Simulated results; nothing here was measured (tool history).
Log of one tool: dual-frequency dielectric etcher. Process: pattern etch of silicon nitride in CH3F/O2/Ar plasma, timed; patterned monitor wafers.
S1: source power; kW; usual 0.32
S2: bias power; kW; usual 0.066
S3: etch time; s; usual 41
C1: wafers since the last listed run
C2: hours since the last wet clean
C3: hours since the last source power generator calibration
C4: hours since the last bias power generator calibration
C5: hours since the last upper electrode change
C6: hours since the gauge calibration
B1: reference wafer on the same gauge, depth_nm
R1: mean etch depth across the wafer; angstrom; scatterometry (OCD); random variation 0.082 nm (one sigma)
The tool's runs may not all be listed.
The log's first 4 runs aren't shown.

| run | hour | S1 | S2 | S3 | C1 | C2 | C3 | C4 | C5 | C6 | B1 | R1 |
|---|---|---|---|---|---|---|---|---|---|---|---|---|
| 5 | 129.1 | 0.32 | 0.066 | 41 | 207 | 129.6 | 28.4 | 3901.8 | 2954.9 | 51.9 | 23.2 | 269.5 |
|  | 168.3 | upper electrode replaced |
| 6 | 168.8 | 0.32 | 0.071 | 33 | 260 | 169.3 | 68.1 | 3941.5 | 0.5 | 91.6 | 23.2 | 219.9 |
| 7 | 172.3 | 0.32 | 0.071 | 33 | 58 | 172.8 | 71.6 | 3945 | 4 | 95.1 | 23.21 | 219.2 |
| 8 | 193.5 | 0.32 | 0.066 | 32.5 | 351 | 194 | 92.8 | 3966.2 | 25.2 | 116.3 | 23.2 | 212.4 |
| 9 | 205.6 | 0.32 | 0.066 | 32.5 | 200 | 206.1 | 104.9 | 3978.3 | 37.3 | 128.4 | 23.2 | 212.2 |
|  | 226.3 | bias power generator calibrated |
| 10 | 238.9 | 0.32 | 0.066 | 41 | 486 | 239.4 | 138.2 | 12.6 | 70.6 | 161.7 | 23.2 | 268.1 |
| 11 | 260.8 | 0.32 | 0.052 | 41 | 363 | 261.3 | 160.1 | 34.5 | 92.5 | 183.6 | 23.2 | 251.8 |
| 12 | 284.7 | 0.32 | 0.066 | 41 | 396 | 285.2 | 184 | 58.4 | 116.4 | 207.5 | 23.21 | 265.5 |
| 13 | 315.3 | 0.3 | 0.051 | 41 | 507 | 315.8 | 214.6 | 89 | 147 | 238.1 | 23.19 | 247.1 |
| 14 | 334.1 | 0.38 | 0.066 | 30.5 | 311 | 334.6 | 233.4 | 107.8 | 165.8 | 256.9 | 23.19 | 204.7 |
| 15 | 393 | 0.29 | 0.056 | 45 | 977 | 393.5 | 292.3 | 166.7 | 224.7 | 315.8 | 23.2 | 273.8 |
| 16 | 411.8 | 0.37 | 0.071 | 41 | 311 | 412.3 | 311.1 | 185.5 | 243.5 | 334.6 | 23.2 | 278.9 |
| 17 | 429.7 | 0.32 | 0.072 | 49 | 297 | 430.2 | 329 | 203.4 | 261.4 | 352.5 | 23.22 | 321 |
| 18 | 462.4 | 0.32 | 0.058 | 31.5 | 542 | 462.9 | 361.7 | 236.1 | 294.1 | 385.2 | 23.21 | 195.5 |
|  | 491.1 | wet clean of the chamber |
| 19 | 495.7 | 0.32 | 0.078 | 53.5 | 154 | 4.6 | 395 | 269.4 | 327.4 | 418.5 | 23.2 | 368.3 |

The next listed run, before its measurement:
| 20 | 531 | 0.32 | 0.066 | 41 | 585 | 39.9 | 430.3 | 304.7 | 362.7 | 453.8 | ? | ? |

Run 20 gave B1 23.2, R1 268.8 angstrom.
Without the tool's hidden state the same run would have given R1 269.9 angstrom.
